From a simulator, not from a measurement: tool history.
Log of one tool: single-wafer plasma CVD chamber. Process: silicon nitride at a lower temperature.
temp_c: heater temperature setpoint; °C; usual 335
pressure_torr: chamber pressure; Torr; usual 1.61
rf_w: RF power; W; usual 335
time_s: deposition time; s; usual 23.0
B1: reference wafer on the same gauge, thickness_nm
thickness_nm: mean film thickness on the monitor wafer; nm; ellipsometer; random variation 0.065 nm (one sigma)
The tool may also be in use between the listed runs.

{"run": 1, "hour": 0.0, "temp_c": 326, "pressure_torr": 1.61, "rf_w": 335, "time_s": 23.0, "B1": 29.603, "thickness_nm": 27.041}
{"run": 2, "hour": 71.3, "temp_c": 326, "pressure_torr": 1.61, "rf_w": 335, "time_s": 23.0, "B1": 29.611, "thickness_nm": 26.953}
{"run": 3, "hour": 112.7, "temp_c": 326, "pressure_torr": 1.61, "rf_w": 335, "time_s": 23.0, "B1": 29.612, "thickness_nm": 26.872}
{"run": 4, "hour": 162.0, "temp_c": 335, "pressure_torr": 1.61, "rf_w": 335, "time_s": 21.1, "B1": 29.616, "thickness_nm": 24.567}
{"run": 5, "hour": 292.4, "temp_c": 335, "pressure_torr": 1.61, "rf_w": 335, "time_s": 21.1, "B1": 29.585, "thickness_nm": 24.527}
{"run": 6, "hour": 337.7, "temp_c": 335, "pressure_torr": 1.61, "rf_w": 335, "time_s": 23.0, "B1": 29.605, "thickness_nm": 26.84}
{"hour": 374.1, "done": "RF generator calibrated"}
{"run": 7, "hour": 402.8, "temp_c": 335, "pressure_torr": 1.61, "rf_w": 335, "time_s": 23.0, "B1": 29.589, "thickness_nm": 28.196}
{"run": 8, "hour": 449.4, "temp_c": 335, "pressure_torr": 1.61, "rf_w": 335, "time_s": 23.0, "B1": 29.609, "thickness_nm": 28.307}
{"run": 9, "hour": 497.5, "temp_c": 324, "pressure_torr": 1.61, "rf_w": 335, "time_s": 24.8, "B1": 29.594, "thickness_nm": 30.687}
{"hour": 554.0, "done": "showerhead replaced"}
{"hour": 568.4, "done": "capacitance manometer re-zeroed and calibrated"}
{"run": 10, "hour": 568.9, "temp_c": 335, "pressure_torr": 1.61, "rf_w": 300, "time_s": 24.2, "B1": 29.595, "thickness_nm": 27.701}
{"run": 11, "hour": 603.2, "temp_c": 330, "pressure_torr": 1.44, "rf_w": 295, "time_s": 25.1, "B1": 29.586, "thickness_nm": 27.695}
{"hour": 626.0, "done": "thermocouple changed; heater temperature recalibrated"}
{"hour": 627.0, "done": "gauge calibrated"}
{"run": 12, "hour": 637.8, "temp_c": 335, "pressure_torr": 1.61, "rf_w": 335, "time_s": 23.0, "B1": 29.604, "thickness_nm": 27.797}
{"run": 13, "hour": 684.5, "temp_c": 346, "pressure_torr": 1.61, "rf_w": 290, "time_s": 21.3, "B1": 29.62, "thickness_nm": 23.919}

Run 14 comes next. What will it give?
{"run": 14, "hour": 752.1, "temp_c": 341, "pressure_torr": 1.88, "rf_w": 300, "time_s": 27.6, "B1": "?", "thickness_nm": "?"}

B1: 29.601
thickness_nm: 32.742 nm
Without the tool's hidden state the same run would have given thickness_nm 32.777 nm.
